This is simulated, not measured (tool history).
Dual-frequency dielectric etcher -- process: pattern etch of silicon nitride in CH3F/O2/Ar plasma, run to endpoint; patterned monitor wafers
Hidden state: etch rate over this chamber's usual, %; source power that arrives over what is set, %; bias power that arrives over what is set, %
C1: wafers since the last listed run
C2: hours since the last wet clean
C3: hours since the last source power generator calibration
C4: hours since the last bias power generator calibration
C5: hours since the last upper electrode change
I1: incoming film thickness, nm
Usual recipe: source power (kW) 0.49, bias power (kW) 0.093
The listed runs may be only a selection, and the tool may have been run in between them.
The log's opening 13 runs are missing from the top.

run 14 day=28.021 | source_power_(kW)=0.49 bias_power_(kW)=0.093 | C1=390 C2=137.2 C3=1981.3 C4=4003.6 C5=4403.9 | I1=36.19 | endpoint_time_(s)=41.2
run 15 day=34.05 | source_power_(kW)=0.49 bias_power_(kW)=0.093 | C1=1485 C2=281.9 C3=2126 C4=4148.3 C5=4548.6 | I1=36.45 | endpoint_time_(s)=41.1
run 16 day=38.712 | source_power_(kW)=0.4 bias_power_(kW)=0.093 | C1=1148 C2=393.8 C3=2237.9 C4=4260.2 C5=4660.5 | I1=36.08 | endpoint_time_(s)=45.3
-- day=38.888 source power generator calibrated
run 17 day=40.279 | source_power_(kW)=0.57 bias_power_(kW)=0.084 | C1=344 C2=431.4 C3=33.4 C4=4297.8 C5=4698.1 | I1=36.24 | endpoint_time_(s)=38.4
-- day=41.488 wet clean of the chamber
-- day=42.088 bias power generator calibrated
run 18 day=43.208 | source_power_(kW)=0.4 bias_power_(kW)=0.108 | C1=434 C2=41.3 C3=103.7 C4=26.9 C5=4768.4 | I1=36.58 | endpoint_time_(s)=45.5
run 19 day=45.042 | source_power_(kW)=0.49 bias_power_(kW)=0.1 | C1=451 C2=85.3 C3=147.7 C4=70.9 C5=4812.4 | I1=36.15 | endpoint_time_(s)=41
run 20 day=46.15 | source_power_(kW)=0.49 bias_power_(kW)=0.093 | C1=273 C2=111.9 C3=174.3 C4=97.5 C5=4839 | I1=36.31 | endpoint_time_(s)=42
run 21 day=47.712 | source_power_(kW)=0.61 bias_power_(kW)=0.075 | C1=384 C2=149.4 C3=211.8 C4=135 C5=4876.5 | I1=36.58 | endpoint_time_(s)=39.7
run 22 day=49.179 | source_power_(kW)=0.4 bias_power_(kW)=0.093 | C1=361 C2=184.6 C3=247 C4=170.2 C5=4911.7 | I1=36.22 | endpoint_time_(s)=46.9
run 23 day=50.925 | source_power_(kW)=0.49 bias_power_(kW)=0.093 | C1=430 C2=226.5 C3=288.9 C4=212.1 C5=4953.6 | I1=36.93 | endpoint_time_(s)=42.5
-- day=52.388 upper electrode replaced
run 24 day=53.142 | source_power_(kW)=0.6 bias_power_(kW)=0.083 | C1=299 C2=279.7 C3=342.1 C4=265.3 C5=18.1 | I1=36.2 | endpoint_time_(s)=38.5
run 25 day=54.712 | source_power_(kW)=0.49 bias_power_(kW)=0.093 | C1=386 C2=317.4 C3=379.8 C4=303 C5=55.8 | I1=36.6 | endpoint_time_(s)=41.7
run 26 day=57.65 | source_power_(kW)=0.49 bias_power_(kW)=0.093 | C1=723 C2=387.9 C3=450.3 C4=373.5 C5=126.3 | I1=36.38 | endpoint_time_(s)=41.2
run 27 day=58.854 | source_power_(kW)=0.49 bias_power_(kW)=0.107 | C1=296 C2=416.8 C3=479.2 C4=402.4 C5=155.2 | I1=36.42 | endpoint_time_(s)=39.3
run 28 day=61.012 | source_power_(kW)=0.49 bias_power_(kW)=0.076 | C1=531 C2=468.6 C3=531 C4=454.2 C5=207 | I1=36.41 | endpoint_time_(s)=43
run 29 day=62.938 | source_power_(kW)=0.49 bias_power_(kW)=0.093 | C1=474 C2=514.8 C3=577.2 C4=500.4 C5=253.2 | I1=35.99 | endpoint_time_(s)=40.3
-- day=64.8 wet clean of the chamber
run 30 day=65.471 | source_power_(kW)=0.43 bias_power_(kW)=0.076 | C1=377 C2=16.1 C3=638 C4=561.2 C5=314 | I1=36.68 | endpoint_time_(s)=48.3
run 31 day=70.962 | source_power_(kW)=0.41 bias_power_(kW)=0.075 | C1=1352 C2=147.9 C3=769.8 C4=693 C5=445.8 | I1=36.4 | endpoint_time_(s)=48.7
run 32 day=73.367 | source_power_(kW)=0.49 bias_power_(kW)=0.108 | C1=592 C2=205.6 C3=827.5 C4=750.7 C5=503.5 | I1=36.68 | endpoint_time_(s)=39.8
run 33 day=76.283 | source_power_(kW)=0.59 bias_power_(kW)=0.102 | C1=718 C2=275.6 C3=897.5 C4=820.7 C5=573.5 | I1=36.56 | endpoint_time_(s)=36.4
run 34 day=78.238 | source_power_(kW)=0.49 bias_power_(kW)=0.093 | C1=481 C2=322.5 C3=944.4 C4=867.6 C5=620.4 | I1=36.23 | endpoint_time_(s)=41.1
-- day=83.592 wet clean of the chamber
run 35 day=83.612 | source_power_(kW)=0.49 bias_power_(kW)=0.079 | C1=1077 C2=0.5 C3=1073.4 C4=996.6 C5=749.4 | I1=36.25 | endpoint_time_(s)=44.2
run 36 day=91.533 | source_power_(kW)=0.42 bias_power_(kW)=0.084 | C1=1951 C2=190.6 C3=1263.5 C4=1186.7 C5=939.5 | I1=36.26 | endpoint_time_(s)=46.3

Alternative continuations, all from the tool just after run 36; predict every row:
run A day=91.55 | source_power_(kW)=0.41 bias_power_(kW)=0.093 | C1=4 C2=191 C3=1263.9 C4=1187.1 C5=939.9 | I1=36.46 | endpoint_time_(s)=?
run B day=91.55 | source_power_(kW)=0.57 bias_power_(kW)=0.109 | C1=4 C2=191 C3=1263.9 C4=1187.1 C5=939.9 | I1=36.46 | endpoint_time_(s)=?
run C day=91.55 | source_power_(kW)=0.55 bias_power_(kW)=0.093 | C1=4 C2=191 C3=1263.9 C4=1187.1 C5=939.9 | I1=36.46 | endpoint_time_(s)=?

run=A endpoint_time_(s)=46
run=B endpoint_time_(s)=36.8
run=C endpoint_time_(s)=39.2
Stripped of hidden state, with their random variation kept, the same runs would have yielded:
run=A endpoint_time_(s)=46.6
run=B endpoint_time_(s)=37.3
run=C endpoint_time_(s)=39.8

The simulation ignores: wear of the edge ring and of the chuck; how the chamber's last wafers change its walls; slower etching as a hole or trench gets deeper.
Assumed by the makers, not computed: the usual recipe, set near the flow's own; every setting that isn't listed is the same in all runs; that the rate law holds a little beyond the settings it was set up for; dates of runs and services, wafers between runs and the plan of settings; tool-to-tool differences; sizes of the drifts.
